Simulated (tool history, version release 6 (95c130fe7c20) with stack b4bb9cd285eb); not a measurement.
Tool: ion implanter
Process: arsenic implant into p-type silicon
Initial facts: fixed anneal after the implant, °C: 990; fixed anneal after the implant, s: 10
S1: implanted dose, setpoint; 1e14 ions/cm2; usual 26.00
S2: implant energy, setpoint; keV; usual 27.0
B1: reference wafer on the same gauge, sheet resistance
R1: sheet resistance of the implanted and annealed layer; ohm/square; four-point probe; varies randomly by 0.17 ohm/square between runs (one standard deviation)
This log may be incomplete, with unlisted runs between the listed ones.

Run 1, hour 0.0: usual settings; B1 122.96. Result: R1 105.09 ohm/square.
Run 2, hour 84.8: usual settings; B1 122.98. Result: R1 105.64 ohm/square.
Run 3, hour 128.3: usual settings; B1 123.04. Result: R1 105.35 ohm/square.
Run 4, hour 202.5: usual settings but S2 32.0 keV; B1 122.97. Result: R1 96.47 ohm/square.
Run 5, hour 245.7: usual settings but S2 32.0 keV; B1 122.95. Result: R1 96.50 ohm/square.
Run 6, hour 334.8: usual settings but S1 23.01 1e14 ions/cm2; B1 122.97. Result: R1 106.83 ohm/square.
Run 7, hour 419.2: usual settings but S1 23.01 1e14 ions/cm2; B1 122.93. Result: R1 106.69 ohm/square.
Run 8, hour 490.5: usual settings; B1 123.01. Result: R1 105.24 ohm/square.
At hour 521.8: gauge calibrated.
Run 9, hour 566.3: usual settings; B1 122.95. Result: R1 105.27 ohm/square.
Run 10, hour 629.0: usual settings; B1 122.96. Result: R1 105.59 ohm/square.
Run 11, hour 694.1: usual settings; B1 122.92. Result: R1 105.20 ohm/square.
Run 12, hour 765.1: usual settings but S1 23.61 1e14 ions/cm2, S2 34.5 keV; B1 123.09. Result: R1 93.53 ohm/square.
Run 13, hour 842.9: usual settings but S1 30.78 1e14 ions/cm2, S2 30.5 keV; B1 123.02. Result: R1 97.16 ohm/square.
Run 14, hour 896.8: usual settings but S1 33.46 1e14 ions/cm2, S2 35.5 keV; B1 123.08. Result: R1 88.98 ohm/square.
At hour 960.6: Faraday cup replaced and dose calibrated.
Run 15, hour 961.1: usual settings but S1 19.78 1e14 ions/cm2, S2 17.5 keV; B1 122.97. Result: R1 133.73 ohm/square.
Run 16, hour 1012.3: usual settings; B1 123.01. Result: R1 105.54 ohm/square.
At hour 1063.6: extraction supply calibrated.
Run 17, hour 1064.1: usual settings; B1 122.96. Result: R1 102.19 ohm/square.
Run 18, hour 1314.5: usual settings but S1 33.46 1e14 ions/cm2, S2 35.5 keV; B1 123.02. Result: R1 86.22 ohm/square.
At hour 1314.7: gauge calibrated.
Run 19, hour 1384.4: usual settings but S1 28.10 1e14 ions/cm2, S2 35.5 keV; B1 122.95. Result: R1 88.37 ohm/square.
Run 20, hour 1459.0: usual settings but S2 23.0 keV; B1 122.99. Result: R1 111.94 ohm/square.
Run 21, hour 1545.5: usual settings but S2 35.0 keV; B1 123.03. Result: R1 89.82 ohm/square.
Run 22, hour 1590.7: usual settings but S1 31.94 1e14 ions/cm2, S2 24.0 keV; B1 122.95. Result: R1 107.82 ohm/square.

Forecast each of these 3 alternatives for the next run:
Run A, hour 1591.1: usual settings but S1 21.93 1e14 ions/cm2; B1 ?. Result: R1 ?.
Run B, hour 1591.1: usual settings but S1 32.76 1e14 ions/cm2, S2 30.5 keV; B1 ?. Result: R1 ?.
Run C, hour 1591.1: usual settings but S1 18.52 1e14 ions/cm2, S2 19.0 keV; B1 ?. Result: R1 ?.

run      B1      R1
  A  123.08  104.78
  B  123.08   94.19
  C  123.08  127.13
The same runs, with their run-to-run variation unchanged, on a tool lacking any hidden condition would have given:
run      R1
  A  104.59
  B   94.01
  C  126.92
